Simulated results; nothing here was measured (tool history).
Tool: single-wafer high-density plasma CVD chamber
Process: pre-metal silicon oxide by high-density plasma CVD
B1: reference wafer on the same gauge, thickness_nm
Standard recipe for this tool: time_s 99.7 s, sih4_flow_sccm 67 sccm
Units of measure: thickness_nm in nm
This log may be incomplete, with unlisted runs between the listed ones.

run 1 day=0 | time_s=99.7 sih4_flow_sccm=71 | B1=622.161 | thickness_nm=668.836
run 2 day=1.571 | time_s=99.7 sih4_flow_sccm=71 | B1=621.519 | thickness_nm=671.139
run 3 day=4.554 | time_s=99.7 sih4_flow_sccm=71 | B1=621.875 | thickness_nm=669.197
run 4 day=7.733 | time_s=87 sih4_flow_sccm=67 | B1=622.372 | thickness_nm=558.07
run 5 day=15.492 | time_s=95.5 sih4_flow_sccm=67 | B1=622.297 | thickness_nm=613.105
run 6 day=16.992 | time_s=99.7 sih4_flow_sccm=58 | B1=622.002 | thickness_nm=572.314
run 7 day=19.954 | time_s=99.7 sih4_flow_sccm=67 | B1=622.052 | thickness_nm=640.217
-- day=22.296 silane flow controller replaced
run 8 day=22.917 | time_s=99.7 sih4_flow_sccm=67 | B1=621.838 | thickness_nm=667.605
run 9 day=24.079 | time_s=99.7 sih4_flow_sccm=72 | B1=622.11 | thickness_nm=708.239
-- day=25.667 gauge calibrated
run 10 day=26.283 | time_s=99.7 sih4_flow_sccm=67 | B1=622.143 | thickness_nm=671.908
run 11 day=27.292 | time_s=87 sih4_flow_sccm=67 | B1=622.246 | thickness_nm=582.931
run 12 day=28.692 | time_s=107.6 sih4_flow_sccm=73 | B1=622.097 | thickness_nm=773.281
run 13 day=30.025 | time_s=93.2 sih4_flow_sccm=60 | B1=621.985 | thickness_nm=570.897
run 14 day=31.221 | time_s=99.7 sih4_flow_sccm=67 | B1=621.944 | thickness_nm=666.29
run 15 day=37.812 | time_s=87.1 sih4_flow_sccm=67 | B1=621.781 | thickness_nm=578.834
run 16 day=39.617 | time_s=112.5 sih4_flow_sccm=62 | B1=621.817 | thickness_nm=701.292
run 17 day=41.604 | time_s=88.8 sih4_flow_sccm=67 | B1=622.116 | thickness_nm=589.723
run 18 day=44.033 | time_s=82.2 sih4_flow_sccm=56 | B1=621.857 | thickness_nm=474.201
run 19 day=45.454 | time_s=99.7 sih4_flow_sccm=67 | B1=622.148 | thickness_nm=657.25
run 20 day=48.358 | time_s=99.7 sih4_flow_sccm=76 | B1=621.916 | thickness_nm=729.762

How would selected steps in thickness_nm from run to run divide? Give the signed amount a tool lacking its hidden state would still show from settings, what came in and random variation, and the signed amount left for the hidden state, including any gauge scatter that is not in both of the compared results.
Unlogged tool condition in this case: delivered silane flow above the setpoint (%); gauge reads high (%).
Run 3 -> 4: time_s 99.7 -> 87, sih4_flow_sccm 71 -> 67. thickness_nm -111.127 nm: hidden state +4.768, all else -115.895.
Run 7 -> 8: silane flow controller replaced. thickness_nm +27.388 nm: hidden state +29.967, all else -2.579.
Run 11 -> 12: time_s 87 -> 107.6, sih4_flow_sccm 67 -> 73. thickness_nm +190.35 nm: hidden state -0.794, all else +191.144.
Run 12 -> 13: time_s 107.6 -> 93.2, sih4_flow_sccm 73 -> 60. thickness_nm -202.384 nm: hidden state -0.149, all else -202.235.
